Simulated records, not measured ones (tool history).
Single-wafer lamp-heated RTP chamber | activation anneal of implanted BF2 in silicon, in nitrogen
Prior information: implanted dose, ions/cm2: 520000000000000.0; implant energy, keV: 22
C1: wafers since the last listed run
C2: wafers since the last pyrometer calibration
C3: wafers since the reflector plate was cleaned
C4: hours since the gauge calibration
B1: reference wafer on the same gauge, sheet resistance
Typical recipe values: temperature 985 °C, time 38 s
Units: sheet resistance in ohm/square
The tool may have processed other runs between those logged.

Run 1, hour 0.0: usual settings; C1 0; C2 3146; C3 8352; C4 491.3; B1 286.22. Result: sheet resistance 270.14 ohm/square.
At hour 46.5: pyrometer window cleaned and pyrometer calibrated.
Run 2, hour 140.0: usual settings; C1 1181; C2 837; C3 9534; C4 631.3; B1 286.15. Result: sheet resistance 268.88 ohm/square.
At hour 183.6: gauge calibrated.
Run 3, hour 195.8: usual settings; C1 499; C2 1336; C3 10034; C4 12.2; B1 282.04. Result: sheet resistance 266.34 ohm/square.
Run 4, hour 236.6: usual settings but temperature 1002 °C; C1 365; C2 1701; C3 10399; C4 53.0; B1 283.35. Result: sheet resistance 257.10 ohm/square.
Run 5, hour 288.6: usual settings but temperature 1002 °C; C1 465; C2 2167; C3 10865; C4 105.0; B1 284.49. Result: sheet resistance 259.42 ohm/square.
Run 6, hour 347.7: usual settings but temperature 1002 °C; C1 529; C2 2696; C3 11394; C4 164.1; B1 285.62. Result: sheet resistance 258.71 ohm/square.
Run 7, hour 374.0: usual settings; C1 235; C2 2932; C3 11629; C4 190.4; B1 286.34. Result: sheet resistance 269.50 ohm/square.
Run 8, hour 434.1: usual settings; C1 538; C2 3470; C3 12167; C4 250.5; B1 286.83. Result: sheet resistance 270.86 ohm/square.
At hour 446.1: pyrometer window cleaned and pyrometer calibrated.
Run 9, hour 470.0: usual settings but temperature 993 °C, time 44 s; C1 249; C2 213; C3 12417; C4 286.4; B1 287.13. Result: sheet resistance 262.60 ohm/square.
Run 10, hour 496.1: usual settings but temperature 993 °C, time 44 s; C1 233; C2 447; C3 12651; C4 312.5; B1 287.23. Result: sheet resistance 263.08 ohm/square.
Run 11, hour 555.1: usual settings but temperature 966 °C, time 52 s; C1 528; C2 975; C3 13179; C4 371.5; B1 287.79. Result: sheet resistance 280.84 ohm/square.
Run 12, hour 597.3: usual settings but temperature 997 °C, time 52 s; C1 377; C2 1353; C3 13557; C4 413.7; B1 288.11. Result: sheet resistance 260.31 ohm/square.
Run 13, hour 624.4: usual settings; C1 242; C2 1596; C3 13800; C4 440.8; B1 287.87. Result: sheet resistance 268.64 ohm/square.
At hour 674.4: reflector plate cleaned.
At hour 808.6: pyrometer window cleaned and pyrometer calibrated.
Run 14, hour 838.7: usual settings but temperature 1008 °C; C1 1775; C2 269; C3 1399; C4 655.1; B1 288.59. Result: sheet resistance 259.57 ohm/square.
At hour 884.7: gauge calibrated.
Run 15, hour 885.1: usual settings but temperature 971 °C, time 18 s; C1 415; C2 684; C3 1815; C4 0.4; B1 280.65. Result: sheet resistance 285.82 ohm/square.
Run 16, hour 931.4: usual settings but temperature 976 °C, time 30 s; C1 414; C2 1099; C3 2229; C4 46.7; B1 281.99. Result: sheet resistance 274.73 ohm/square.
Run 17, hour 1001.1: usual settings but temperature 994 °C, time 19 s; C1 624; C2 1723; C3 2853; C4 116.4; B1 283.62. Result: sheet resistance 269.11 ohm/square.
Run 18, hour 1059.0: usual settings; C1 518; C2 2242; C3 3372; C4 174.3; B1 284.53. Result: sheet resistance 269.05 ohm/square.
Run 19, hour 1109.2: usual settings; C1 449; C2 2691; C3 3821; C4 224.5; B1 285.36. Result: sheet resistance 268.25 ohm/square.
At hour 1168.6: pyrometer window cleaned and pyrometer calibrated.
Run 20, hour 1171.0: usual settings but temperature 977 °C, time 28 s; C1 481; C2 21; C3 4303; C4 286.3; B1 286.07. Result: sheet resistance 277.20 ohm/square.

Below are 5 alternative next runs, each starting from the tool's condition after run 20. Predict each:
Run A, hour 1171.4: usual settings; C1 3; C2 25; C3 4307; C4 286.7; B1 ?. Result: sheet resistance ?.
Run B, hour 1171.4: usual settings but temperature 1012 °C, time 20 s; C1 3; C2 25; C3 4307; C4 286.7; B1 ?. Result: sheet resistance ?.
Run C, hour 1171.4: usual settings but time 53 s; C1 3; C2 25; C3 4307; C4 286.7; B1 ?. Result: sheet resistance ?.
Run D, hour 1171.4: usual settings but time 47 s; C1 3; C2 25; C3 4307; C4 286.7; B1 ?. Result: sheet resistance ?.
Run E, hour 1171.4: usual settings but time 52 s; C1 3; C2 25; C3 4307; C4 286.7; B1 ?. Result: sheet resistance ?.

run      B1  sheet resistance
  A  286.10            267.18
  B  286.10            259.99
  C  286.10            263.35
  D  286.10            264.72
  E  286.10            263.57
Without the tool's unlogged condition, the same runs would have read:
run  sheet resistance
  A            262.60
  B            255.54
  C            258.84
  D            260.19
  E            259.06

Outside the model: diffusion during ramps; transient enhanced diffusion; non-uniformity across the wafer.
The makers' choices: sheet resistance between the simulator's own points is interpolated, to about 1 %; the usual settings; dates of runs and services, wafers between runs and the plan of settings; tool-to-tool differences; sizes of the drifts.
